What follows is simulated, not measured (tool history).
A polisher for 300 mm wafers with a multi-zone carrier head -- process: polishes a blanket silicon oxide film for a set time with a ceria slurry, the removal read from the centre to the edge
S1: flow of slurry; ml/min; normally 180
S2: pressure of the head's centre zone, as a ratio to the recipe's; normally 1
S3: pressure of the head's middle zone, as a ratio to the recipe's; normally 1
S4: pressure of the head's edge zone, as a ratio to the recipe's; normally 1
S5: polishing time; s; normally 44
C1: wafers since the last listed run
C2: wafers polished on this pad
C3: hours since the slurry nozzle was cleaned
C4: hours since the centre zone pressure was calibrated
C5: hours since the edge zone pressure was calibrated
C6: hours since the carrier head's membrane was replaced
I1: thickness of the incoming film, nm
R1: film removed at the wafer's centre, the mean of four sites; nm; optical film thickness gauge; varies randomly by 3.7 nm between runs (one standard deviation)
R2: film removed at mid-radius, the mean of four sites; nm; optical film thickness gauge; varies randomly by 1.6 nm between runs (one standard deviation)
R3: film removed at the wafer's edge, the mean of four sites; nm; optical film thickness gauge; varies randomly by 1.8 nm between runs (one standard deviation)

run    day   S1    S2    S3    S4  S5   C1    C2     C3      C4     C5     C6      I1     R1     R2     R3
  1      0  180     1     1     1  44    0    91  510.7  1094.5    194   68.1  1398.9  274.7  267.5  271.1
  2  0.288  130     1  1.11     1  30   60   152  517.6  1101.4  200.9     75  1417.3  167.9  181.3  175.7
  3  0.842  200     1     1  0.97  44  117   269  530.9  1114.7  214.2   88.3  1422.6  267.6  259.1  260.9
  4  1.408  205  1.05     1     1  44  119   389  544.5  1128.3  227.8  101.9  1403.1  272.9    253  259.6
  5  1.688  180  1.07     1     1  44   59   448  551.2    1135  234.5  108.6  1444.5    272  249.7  254.1
  6   2.25  180     1     1     1  44  118   567  564.7  1148.5    248  122.1  1447.8  252.6  246.4  251.4
     2.396  -- centre zone pressure recalibrated
  7  2.638  180     1     1     1  44   64   631    574     5.8  257.3  131.4    1433  249.1  242.1  250.2
     3.021  -- slurry nozzle cleaned
  8  3.042  180     1  0.92     1  44   76   708    0.5    15.5    267  141.1  1433.4  247.1  230.1    249
  9  3.258  245  1.09     1  0.93  44   45   754    5.7    20.7  272.2  146.3    1441  280.9  253.3  245.7
 10  3.754  180  0.91  0.93  0.93  50  104   859   17.6    32.6  284.1  158.2    1448  253.5  262.6    272
 11  4.262  180  1.08     1  1.09  57  107   966   29.8    44.8  296.3  170.4  1414.8    343  310.7    331
 12    4.7  230  0.93     1  0.92  31   92  1059   40.3    55.3  306.8  180.9  1444.1  164.6  174.4  170.8
 13  5.083  180  1.06     1     1  44   81  1140   49.5    64.5    316  190.1  1436.2  255.7  239.7  241.3
     5.483  -- worn pad replaced by a new one
 14  5.504  180     1     1     1  44   53     4   59.6    74.6  326.1  200.2  1424.6  279.9  272.1  276.5
 15  5.779  180  0.96   1.1     1  33   58    62   66.2    81.2  332.7  206.8  1440.3  194.4  209.8  201.5
 16  6.358  180  1.06     1     1  50  122   185   80.1    95.1  346.6  220.7  1434.3    317  294.7  300.1
 17  6.938  180     1     1     1  54  122   307     94     109  360.5  234.6  1444.6  315.6    309  315.5
 18  7.429  235  1.04  0.94  0.91  44  104   411  105.8   120.8  372.3  246.4  1418.5  270.8  248.1  250.2
 19  7.725  180     1     1  0.89  53   62   474  112.9   127.9  379.4  253.5  1420.2  299.5  298.1  287.4
 20  8.038  180     1     1     1  44   66   540  120.4   135.4  386.9    261  1407.2  249.5  244.1    248
 21  8.625  180     1     1     1  44  124   664  134.5   149.5    401  275.1    1415  251.5  239.9  246.8
 22  9.142  180  1.08     1  1.09  57  109   773  146.9   161.9  413.4  287.5  1446.6  343.5  311.3    326
 23  9.762  145  1.12  1.06  1.05  44  131   905  161.8   176.8  428.3  302.4  1420.6  263.2  240.6  245.1

What if the next run were any one of these 3? Each begins from the tool's condition after run 23:
  A  9.779  180   1     1     1  55   3  908  162.2  177.2  428.7  302.8  1435.1   ?   ?   ?
  B  9.779  180   1  1.04     1  34   3  908  162.2  177.2  428.7  302.8  1435.1   ?   ?   ?
  C  9.779  150   1  0.94  0.89  44   3  908  162.2  177.2  428.7  302.8  1435.1   ?   ?   ?

run     R1     R2     R3
  A  310.1    297  305.3
  B  191.7    188  188.7
  C  241.1  223.3  229.2
Without the tool's unlogged condition, the same runs would have read:
run     R1     R2     R3
  A  354.8  339.8  349.3
  B  219.4  215.1  215.8
  C  275.9  255.5  262.3
